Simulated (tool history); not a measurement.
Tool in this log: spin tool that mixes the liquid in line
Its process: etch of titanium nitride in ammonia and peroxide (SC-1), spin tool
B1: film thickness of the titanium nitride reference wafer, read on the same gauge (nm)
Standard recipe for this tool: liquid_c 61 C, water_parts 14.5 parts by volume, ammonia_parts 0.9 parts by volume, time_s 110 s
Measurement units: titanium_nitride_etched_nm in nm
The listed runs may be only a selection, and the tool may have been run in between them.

Run 1, hour 0: usual settings; B1 150.02. Result: titanium_nitride_etched_nm 14.78 nm.
Run 2, hour 16.2: usual settings but liquid_c 59 C; B1 149.99. Result: titanium_nitride_etched_nm 13 nm.
Run 3, hour 43.1: usual settings but liquid_c 59 C; B1 150.02. Result: titanium_nitride_etched_nm 13.17 nm.
Run 4, hour 58.6: usual settings; B1 149.98. Result: titanium_nitride_etched_nm 15.04 nm.
Run 5, hour 79.2: usual settings; B1 149.99. Result: titanium_nitride_etched_nm 14.92 nm.
Run 6, hour 96: usual settings; B1 149.97. Result: titanium_nitride_etched_nm 14.87 nm.
At hour 117.3: gauge calibrated.
Run 7, hour 127.6: usual settings but liquid_c 58.5 C; B1 149.99. Result: titanium_nitride_etched_nm 12.77 nm.
Run 8, hour 154.6: usual settings but liquid_c 58.5 C; B1 150.03. Result: titanium_nitride_etched_nm 12.85 nm.
Run 9, hour 183.8: usual settings but liquid_c 58.5 C; B1 149.95. Result: titanium_nitride_etched_nm 12.84 nm.
At hour 205.4: thermometer replaced.
At hour 209.7: new drum of ammonia solution connected.
Run 10, hour 215.5: usual settings but time_s 125 s; B1 149.99. Result: titanium_nitride_etched_nm 14.17 nm.
Run 11, hour 246.7: usual settings but time_s 125 s; B1 149.97. Result: titanium_nitride_etched_nm 14.19 nm.
Run 12, hour 260.3: usual settings but liquid_c 55 C; B1 149.99. Result: titanium_nitride_etched_nm 8.45 nm.
Run 13, hour 287.3: usual settings; B1 149.98. Result: titanium_nitride_etched_nm 12.57 nm.
At hour 299.1: ammonia flow meter replaced.
Run 14, hour 309.5: usual settings; B1 150.02. Result: titanium_nitride_etched_nm 12.88 nm.
Run 15, hour 344.9: usual settings but liquid_c 65 C, water_parts 11 parts by volume, ammonia_parts 1.2 parts by volume, time_s 160 s; B1 150. Result: titanium_nitride_etched_nm 29.15 nm.
Run 16, hour 357.7: usual settings but water_parts 9 parts by volume, time_s 65 s; B1 149.98. Result: titanium_nitride_etched_nm 9.69 nm.
Run 17, hour 379.4: usual settings but liquid_c 68 C; B1 149.99. Result: titanium_nitride_etched_nm 20.22 nm.
At hour 381.6: heated supply line repaired.
Run 18, hour 392.2: usual settings but liquid_c 67 C, water_parts 8.5 parts by volume, ammonia_parts 0.6 parts by volume, time_s 165 s; B1 150.02. Result: titanium_nitride_etched_nm 35.45 nm.
Run 19, hour 407.7: usual settings but liquid_c 66.5 C; B1 149.99. Result: titanium_nitride_etched_nm 18.39 nm.
Run 20, hour 436.1: usual settings; B1 150.02. Result: titanium_nitride_etched_nm 12.87 nm.
Run 21, hour 453.1: usual settings but water_parts 21.5 parts by volume, ammonia_parts 1.15 parts by volume; B1 150.03. Result: titanium_nitride_etched_nm 10.93 nm.
Run 22, hour 484.9: usual settings but liquid_c 69.5 C, water_parts 9.5 parts by volume, ammonia_parts 1.15 parts by volume, time_s 55 s; B1 149.99. Result: titanium_nitride_etched_nm 14.3 nm.
Run 23, hour 504.4: usual settings; B1 149.98. Result: titanium_nitride_etched_nm 13.02 nm.

Alternative continuations, all from the tool just after run 23; predict every row:
Run A, hour 504.8: usual settings but time_s 65 s; B1 ?. Result: titanium_nitride_etched_nm ?.
Run B, hour 504.8: usual settings but liquid_c 66.5 C, water_parts 19 parts by volume, ammonia_parts 1.2 parts by volume, time_s 145 s; B1 ?. Result: titanium_nitride_etched_nm ?.
Run C, hour 504.8: usual settings but time_s 45 s; B1 ?. Result: titanium_nitride_etched_nm ?.
Run D, hour 504.8: usual settings but liquid_c 54.5 C, water_parts 12.5 parts by volume, ammonia_parts 1.05 parts by volume, time_s 135 s; B1 ?. Result: titanium_nitride_etched_nm ?.
Run E, hour 504.8: usual settings but liquid_c 58.5 C, water_parts 8.5 parts by volume, ammonia_parts 1.05 parts by volume, time_s 155 s; B1 ?. Result: titanium_nitride_etched_nm ?.

run      B1  titanium_nitride_etched_nm
  A  150.02                        7.66
  B  150.02                       22.05
  C  150.02                         5.3
  D  150.02                       11.47
  E  150.02                       20.87
Stripped of hidden state, with their random variation kept, the same runs would have yielded:
run  titanium_nitride_etched_nm
  A                        7.42
  B                       21.38
  C                        5.14
  D                       11.08
  E                       20.17
